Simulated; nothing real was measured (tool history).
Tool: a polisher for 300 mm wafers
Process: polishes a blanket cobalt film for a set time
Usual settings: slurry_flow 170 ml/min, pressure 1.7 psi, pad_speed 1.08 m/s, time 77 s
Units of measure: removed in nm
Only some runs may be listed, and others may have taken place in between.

| run | hour | slurry_flow | pressure | pad_speed | time | incoming thickness of the incoming film, nm | removed |
|---|---|---|---|---|---|---|---|
| 1 | 0.0 | 170 | 1.7 | 1.08 | 77 | 1164.3 | 302.3 |
|  | 0.1 | worn pad replaced by a new one |
| 2 | 17.1 | 170 | 1.7 | 1.08 | 77 | 1160.9 | 304.6 |
| 3 | 26.8 | 170 | 1.7 | 1.08 | 89 | 1153.5 | 349.7 |
| 4 | 40.1 | 170 | 1.7 | 1.08 | 77 | 1172.8 | 288.2 |
| 5 | 57.7 | 170 | 1.7 | 1.08 | 77 | 1164.6 | 296.8 |
|  | 72.9 | worn pad replaced by a new one |
| 6 | 73.4 | 170 | 1.7 | 1.08 | 77 | 1174.9 | 300.5 |
| 7 | 80.4 | 170 | 1.7 | 1.08 | 77 | 1146.3 | 290.5 |
| 8 | 90.3 | 170 | 1.7 | 1.08 | 77 | 1165.5 | 291.1 |
| 9 | 112.9 | 170 | 1.5 | 1.08 | 77 | 1151.1 | 249.6 |
| 10 | 125.2 | 170 | 1.5 | 1.08 | 77 | 1150.4 | 249.8 |
|  | 137.8 | worn pad replaced by a new one |
| 11 | 142.3 | 170 | 1.5 | 1.08 | 77 | 1163.5 | 257.5 |
| 12 | 157.7 | 170 | 1.7 | 1.08 | 95 | 1163.1 | 357.7 |
| 13 | 164.1 | 170 | 1.7 | 1.08 | 95 | 1174.8 | 343.0 |
| 14 | 178.2 | 170 | 1.7 | 1.08 | 52 | 1154.6 | 191.7 |
| 15 | 187.1 | 170 | 1.7 | 1.08 | 77 | 1161.2 | 271.2 |
|  | 196.0 | worn pad replaced by a new one |
| 16 | 196.5 | 170 | 1.5 | 1.34 | 66 | 1167.2 | 252.1 |
|  | 204.2 | head pressure recalibrated |
| 17 | 208.8 | 135 | 1.4 | 0.86 | 77 | 1162.6 | 188.1 |
| 18 | 217.3 | 170 | 1.7 | 1.08 | 77 | 1159.3 | 280.3 |
|  | 222.6 | slurry nozzle cleaned |
| 19 | 227.2 | 150 | 1.7 | 1.08 | 64 | 1159.2 | 245.7 |
| 20 | 234.3 | 145 | 2.3 | 0.96 | 56 | 1155.8 | 260.5 |
| 21 | 248.5 | 170 | 1.7 | 0.88 | 77 | 1160.4 | 256.0 |
|  | 258.6 | worn pad replaced by a new one |
| 22 | 262.5 | 145 | 1.7 | 1.34 | 77 | 1152.6 | 354.6 |

Run 23, settings as shown, results not yet in. Your forecast:
| 23 | 275.5 | 170 | 1.7 | 1.08 | 65 | 1144.9 | ? |

Run 23 gave removed 252.4 nm.
Were there no unlogged condition in the tool, this run, its random variation unchanged, would have produced removed 257.3 nm.

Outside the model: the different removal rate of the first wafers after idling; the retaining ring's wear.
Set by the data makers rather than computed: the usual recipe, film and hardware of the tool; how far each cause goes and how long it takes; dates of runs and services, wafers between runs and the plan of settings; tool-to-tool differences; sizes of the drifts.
